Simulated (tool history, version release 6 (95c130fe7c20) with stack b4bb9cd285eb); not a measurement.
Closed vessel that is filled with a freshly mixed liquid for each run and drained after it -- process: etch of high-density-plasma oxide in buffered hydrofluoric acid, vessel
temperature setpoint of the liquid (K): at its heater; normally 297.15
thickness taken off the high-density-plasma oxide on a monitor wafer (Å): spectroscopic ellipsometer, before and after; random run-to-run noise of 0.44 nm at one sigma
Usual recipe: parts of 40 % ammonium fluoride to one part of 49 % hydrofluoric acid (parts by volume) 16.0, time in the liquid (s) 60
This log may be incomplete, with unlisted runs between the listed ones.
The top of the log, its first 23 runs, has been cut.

run,hour,temperature setpoint of the liquid (K),parts of 40 % ammonium fluoride to one part of 49 % hydrofluoric acid (parts by volume),time in the liquid (s),"read-back film thickness of the high-density-plasma oxide reference wafer, read on the same gauge (nm)",thickness taken off the high-density-plasma oxide on a monitor wafer (Å)
24,1251.1,297.15,16.0,60,88.34,449.1
25,1422.7,297.15,16.0,35,87.66,257.1
26,1453.2,301.15,22.5,75,87.54,510.8
27,1487.7,298.65,9.5,60,87.38,782.0
28,1524.8,297.15,16.0,60,87.21,441.3
29,1599.9,297.15,12.5,60,86.85,567.7
30,1631.6,297.15,16.0,60,86.70,443.3
31,1705.2,301.65,20.5,60,86.33,437.6
32,1751.1,300.65,22.0,75,86.08,498.3

Each row is a separate what-if for the run after 32, all from the same tool condition, not one after another. Results?
A,1751.8,297.15,16.0,60,?,?
B,1751.8,294.15,18.0,70,?,?
C,1751.8,301.15,12.5,85,?,?

run,"read-back film thickness of the high-density-plasma oxide reference wafer, read on the same gauge (nm)",thickness taken off the high-density-plasma oxide on a monitor wafer (Å)
A,86.07,428.0
B,86.07,376.8
C,86.07,958.3
Without the tool's hidden state the same runs would have given:
run,thickness taken off the high-density-plasma oxide on a monitor wafer (Å)
A,447.6
B,394.0
C,1002.2
